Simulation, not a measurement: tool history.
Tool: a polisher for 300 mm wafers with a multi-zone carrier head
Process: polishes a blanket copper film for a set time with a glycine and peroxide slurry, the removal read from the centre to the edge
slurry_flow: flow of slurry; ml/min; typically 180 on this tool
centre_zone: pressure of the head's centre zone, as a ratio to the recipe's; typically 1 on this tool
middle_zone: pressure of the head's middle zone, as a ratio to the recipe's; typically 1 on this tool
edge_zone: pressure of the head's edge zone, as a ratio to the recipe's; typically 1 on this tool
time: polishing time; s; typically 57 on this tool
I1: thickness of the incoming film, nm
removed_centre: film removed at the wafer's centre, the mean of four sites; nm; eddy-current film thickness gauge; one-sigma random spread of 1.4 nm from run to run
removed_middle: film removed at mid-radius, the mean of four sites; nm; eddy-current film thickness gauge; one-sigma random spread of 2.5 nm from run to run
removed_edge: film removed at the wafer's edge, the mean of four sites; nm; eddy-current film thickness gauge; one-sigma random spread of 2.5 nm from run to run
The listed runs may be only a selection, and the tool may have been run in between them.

Run 1, day 0: usual settings but slurry_flow 225 ml/min, middle_zone 0.93; I1 2203.5. Result: removed_centre 193 nm, removed_middle 185.1 nm, removed_edge 182.7 nm.
Run 2, day 0.575: usual settings but slurry_flow 225 ml/min, middle_zone 0.93; I1 2252.7. Result: removed_centre 193.1 nm, removed_middle 190.9 nm, removed_edge 191.1 nm.
Run 3, day 1.85: usual settings but slurry_flow 160 ml/min, centre_zone 0.91; I1 2220.6. Result: removed_centre 168.3 nm, removed_middle 187.6 nm, removed_edge 180.6 nm.
At day 2.575: edge zone pressure recalibrated.
Run 4, day 2.908: usual settings but slurry_flow 160 ml/min, centre_zone 0.91; I1 2247.8. Result: removed_centre 167.1 nm, removed_middle 192.3 nm, removed_edge 182.4 nm.
At day 3.096: centre zone pressure recalibrated.
Run 5, day 3.717: usual settings but slurry_flow 160 ml/min, centre_zone 0.91; I1 2186.6. Result: removed_centre 166.4 nm, removed_middle 187.4 nm, removed_edge 180.8 nm.
Run 6, day 4.242: usual settings but middle_zone 0.96; I1 2196.5. Result: removed_centre 188.7 nm, removed_middle 183.9 nm, removed_edge 180.6 nm.
Run 7, day 5.079: usual settings but centre_zone 1.09, middle_zone 0.94, edge_zone 0.9, time 76 s; I1 2211.3. Result: removed_centre 271 nm, removed_middle 241.2 nm, removed_edge 230.9 nm.
At day 5.292: worn pad replaced by a new one.
Run 8, day 7.004: usual settings but centre_zone 1.12, middle_zone 0.91; I1 2223.6. Result: removed_centre 207.7 nm, removed_middle 176.4 nm, removed_edge 187.8 nm.
At day 7.579: carrier head's membrane replaced by a new one.
Run 9, day 8.225: usual settings but middle_zone 0.94, edge_zone 0.89, time 64 s; I1 2230.5. Result: removed_centre 208.4 nm, removed_middle 206.4 nm, removed_edge 193.3 nm.
At day 8.971: slurry nozzle cleaned.
Run 10, day 9.633: usual settings but slurry_flow 125 ml/min, centre_zone 1.03, edge_zone 1.08, time 41 s; I1 2200.5. Result: removed_centre 128.6 nm, removed_middle 131.1 nm, removed_edge 132.6 nm.
Run 11, day 10.5: usual settings but time 74 s; I1 2223.4. Result: removed_centre 240.7 nm, removed_middle 248.7 nm, removed_edge 237.5 nm.
At day 10.8: worn pad replaced by a new one.
Run 12, day 11.304: usual settings but time 75 s; I1 2193.2. Result: removed_centre 245.4 nm, removed_middle 252.5 nm, removed_edge 243.8 nm.
Run 13, day 12.362: usual settings but slurry_flow 235 ml/min, middle_zone 1.08, edge_zone 0.96; I1 2239.9. Result: removed_centre 191.2 nm, removed_middle 212.8 nm, removed_edge 180.4 nm.
Run 14, day 13.779: usual settings; I1 2220.1. Result: removed_centre 185 nm, removed_middle 193.4 nm, removed_edge 184.2 nm.
Run 15, day 14.5: usual settings but slurry_flow 245 ml/min, middle_zone 0.91, time 41 s; I1 2171.2. Result: removed_centre 137.6 nm, removed_middle 131.6 nm, removed_edge 135.1 nm.
Run 16, day 15.858: usual settings but slurry_flow 120 ml/min, centre_zone 1.11; I1 2213. Result: removed_centre 195 nm, removed_middle 180 nm, removed_edge 173.1 nm.
At day 16.375: worn pad replaced by a new one.
Run 17, day 17.342: usual settings but centre_zone 0.9, time 47 s; I1 2194.8. Result: removed_centre 138 nm, removed_middle 156.3 nm, removed_edge 154.2 nm.
Run 18, day 17.892: usual settings; I1 2251.3. Result: removed_centre 185.2 nm, removed_middle 192.4 nm, removed_edge 183.5 nm.
Run 19, day 18.467: usual settings but slurry_flow 115 ml/min, centre_zone 0.94, middle_zone 1.04; I1 2189.9. Result: removed_centre 163.1 nm, removed_middle 189.4 nm, removed_edge 175.7 nm.
Run 20, day 19.529: usual settings; I1 2216.2. Result: removed_centre 186.4 nm, removed_middle 189.7 nm, removed_edge 182.4 nm.
Run 21, day 20.3: usual settings but centre_zone 1.08; I1 2257.6. Result: removed_centre 199.6 nm, removed_middle 190.1 nm, removed_edge 185.2 nm.

Below are 5 alternative next runs, each starting from the tool's condition after run 21. Predict each:
Run A, day 20.317: usual settings but time 49 s; I1 2210.3. Result: removed_centre ?, removed_middle ?, removed_edge ?.
Run B, day 20.317: usual settings but centre_zone 1.06, middle_zone 0.96; I1 2210.3. Result: removed_centre ?, removed_middle ?, removed_edge ?.
Run C, day 20.317: usual settings but slurry_flow 230 ml/min, middle_zone 1.09, time 43 s; I1 2210.3. Result: removed_centre ?, removed_middle ?, removed_edge ?.
Run D, day 20.317: usual settings but slurry_flow 200 ml/min, edge_zone 1.03; I1 2210.3. Result: removed_centre ?, removed_middle ?, removed_edge ?.
Run E, day 20.317: usual settings but slurry_flow 155 ml/min, middle_zone 0.91; I1 2210.3. Result: removed_centre ?, removed_middle ?, removed_edge ?.

run  removed_centre  removed_middle  removed_edge
  A           162.1           163.1         158.1
  B           199.9           183.3           184
  C           146.6           158.1         141.3
  D           191.1             192         188.2
  E           184.7           172.3         181.7
With no hidden state in the tool, these same runs would have given:
run  removed_centre  removed_middle  removed_edge
  A           162.1           163.1         158.1
  B           199.9           183.3           184
  C           146.6           158.1         141.3
  D           191.1             192         188.2
  E           184.7           172.3         181.7
